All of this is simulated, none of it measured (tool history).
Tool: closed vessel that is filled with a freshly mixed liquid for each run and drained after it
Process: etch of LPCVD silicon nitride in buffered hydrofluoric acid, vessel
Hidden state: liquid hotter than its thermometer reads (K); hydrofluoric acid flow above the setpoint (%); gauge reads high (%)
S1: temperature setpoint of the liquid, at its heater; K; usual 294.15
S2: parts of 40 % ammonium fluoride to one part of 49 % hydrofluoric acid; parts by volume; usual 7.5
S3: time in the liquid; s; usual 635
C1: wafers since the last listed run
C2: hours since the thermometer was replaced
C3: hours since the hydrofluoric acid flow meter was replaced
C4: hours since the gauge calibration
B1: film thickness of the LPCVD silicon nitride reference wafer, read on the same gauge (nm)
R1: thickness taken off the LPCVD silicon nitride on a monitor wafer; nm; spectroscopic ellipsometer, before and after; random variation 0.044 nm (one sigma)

Run 1, hour 0: usual settings but S3 335 s; C1 0; C2 1146.7; C3 465.3; C4 198.6; B1 59.96. Result: R1 6.25 nm.
Run 2, hour 29.1: usual settings but S3 335 s; C1 1197; C2 1175.8; C3 494.4; C4 227.7; B1 59.96. Result: R1 6.26 nm.
Run 3, hour 90.2: usual settings but S3 335 s; C1 2515; C2 1236.9; C3 555.5; C4 288.8; B1 60.04. Result: R1 6.29 nm.
Run 4, hour 114.7: usual settings; C1 1008; C2 1261.4; C3 580; C4 313.3; B1 59.99. Result: R1 11.89 nm.
Run 5, hour 175.7: usual settings; C1 2511; C2 1322.4; C3 641; C4 374.3; B1 60.02. Result: R1 11.83 nm.
Run 6, hour 226.9: usual settings; C1 2107; C2 1373.6; C3 692.2; C4 425.5; B1 60. Result: R1 12 nm.
Run 7, hour 269.3: usual settings; C1 1745; C2 1416; C3 734.6; C4 467.9; B1 60. Result: R1 12 nm.
Run 8, hour 310.7: usual settings; C1 1704; C2 1457.4; C3 776; C4 509.3; B1 60.02. Result: R1 12.05 nm.
At hour 337.8: hydrofluoric acid flow meter replaced.
Run 9, hour 343.2: usual settings but S1 299.15 K, S2 5 parts by volume, S3 880 s; C1 1296; C2 1489.9; C3 5.4; C4 541.8; B1 60. Result: R1 31.45 nm.
At hour 361.6: gauge calibrated.
Run 10, hour 413: usual settings; C1 2873; C2 1559.7; C3 75.2; C4 51.4; B1 59.99. Result: R1 12.13 nm.
At hour 450.3: thermometer replaced.
Run 11, hour 470.8: usual settings but S1 297.65 K, S2 9 parts by volume, S3 525 s; C1 2338; C2 20.5; C3 133; C4 109.2; B1 60.01. Result: R1 9.09 nm.
Run 12, hour 538.4: usual settings but S1 299.15 K, S2 6 parts by volume; C1 2782; C2 88.1; C3 200.6; C4 176.8; B1 60.01. Result: R1 17.91 nm.
Run 13, hour 588.6: usual settings but S1 298.65 K; C1 2066; C2 138.3; C3 250.8; C4 227; B1 60.02. Result: R1 14.24 nm.
Run 14, hour 646.7: usual settings but S2 5.5 parts by volume; C1 2391; C2 196.4; C3 308.9; C4 285.1; B1 59.98. Result: R1 14.88 nm.

Forecast run 15:
Run 15, hour 690.4: usual settings but S3 1005 s; C1 1799; C2 240.1; C3 352.6; C4 328.8; B1 ?. Result: R1 ?.

B1: 59.98
R1: 17.59 nm
Without the tool's hidden state the same run would have given R1 17.3 nm.
